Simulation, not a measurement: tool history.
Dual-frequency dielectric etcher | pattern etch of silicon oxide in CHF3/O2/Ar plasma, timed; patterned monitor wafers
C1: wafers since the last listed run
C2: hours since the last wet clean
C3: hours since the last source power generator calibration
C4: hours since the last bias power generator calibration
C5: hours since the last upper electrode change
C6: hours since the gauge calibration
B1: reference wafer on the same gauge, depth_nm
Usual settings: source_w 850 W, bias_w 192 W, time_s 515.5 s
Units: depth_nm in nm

run 1 day=0.000 | source_w=720 bias_w=192 time_s=515.5 | C1=0 C2=222.1 C3=1527.5 C4=1980.9 C5=5677.9 C6=98.3 | B1=1347.7 | depth_nm=1125.3
run 2 day=0.746 | source_w=720 bias_w=192 time_s=515.5 | C1=67 C2=240.0 C3=1545.4 C4=1998.8 C5=5695.8 C6=116.2 | B1=1351.3 | depth_nm=1132.3
run 3 day=1.179 | source_w=720 bias_w=192 time_s=515.5 | C1=39 C2=250.4 C3=1555.8 C4=2009.2 C5=5706.2 C6=126.6 | B1=1352.0 | depth_nm=1131.7
run 4 day=1.838 | source_w=850 bias_w=192 time_s=515.5 | C1=59 C2=266.2 C3=1571.6 C4=2025.0 C5=5722.0 C6=142.4 | B1=1351.5 | depth_nm=1174.4
run 5 day=2.171 | source_w=850 bias_w=192 time_s=515.5 | C1=30 C2=274.2 C3=1579.6 C4=2033.0 C5=5730.0 C6=150.4 | B1=1349.7 | depth_nm=1183.5
run 6 day=2.446 | source_w=850 bias_w=192 time_s=515.5 | C1=24 C2=280.8 C3=1586.2 C4=2039.6 C5=5736.6 C6=157.0 | B1=1350.8 | depth_nm=1193.3
run 7 day=3.079 | source_w=850 bias_w=192 time_s=515.5 | C1=57 C2=296.0 C3=1601.4 C4=2054.8 C5=5751.8 C6=172.2 | B1=1346.7 | depth_nm=1193.5
-- day=3.154 gauge calibrated
run 8 day=3.758 | source_w=850 bias_w=192 time_s=515.5 | C1=61 C2=312.3 C3=1617.7 C4=2071.1 C5=5768.1 C6=14.5 | B1=1350.0 | depth_nm=1182.2
run 9 day=4.496 | source_w=850 bias_w=192 time_s=515.5 | C1=66 C2=330.0 C3=1635.4 C4=2088.8 C5=5785.8 C6=32.2 | B1=1350.2 | depth_nm=1190.8
-- day=5.175 bias power generator calibrated
-- day=5.500 wet clean of the chamber
-- day=5.592 upper electrode replaced
run 10 day=5.612 | source_w=780 bias_w=214 time_s=668.0 | C1=48 C2=2.7 C3=1662.2 C4=10.5 C5=0.5 C6=59.0 | B1=1352.2 | depth_nm=1508.0
run 11 day=5.679 | source_w=850 bias_w=192 time_s=515.5 | C1=6 C2=4.3 C3=1663.8 C4=12.1 C5=2.1 C6=60.6 | B1=1350.7 | depth_nm=1141.6
-- day=5.854 source power generator calibrated
run 12 day=6.079 | source_w=850 bias_w=164 time_s=474.5 | C1=21 C2=13.9 C3=5.4 C4=21.7 C5=11.7 C6=70.2 | B1=1351.0 | depth_nm=1001.4
run 13 day=6.621 | source_w=730 bias_w=192 time_s=602.0 | C1=48 C2=26.9 C3=18.4 C4=34.7 C5=24.7 C6=83.2 | B1=1351.4 | depth_nm=1290.7
run 14 day=7.262 | source_w=740 bias_w=153 time_s=557.5 | C1=57 C2=42.3 C3=33.8 C4=50.1 C5=40.1 C6=98.6 | B1=1353.0 | depth_nm=1110.2

Run 15 comes next. What will it give?
run 15 day=7.783 | source_w=700 bias_w=205 time_s=369.5 | C1=46 C2=54.8 C3=46.3 C4=62.6 C5=52.6 C6=111.1 | B1=? | depth_nm=?

B1: 1350.2
depth_nm: 809.7 nm
Without the tool's hidden state the same run would have given depth_nm 803.9 nm.
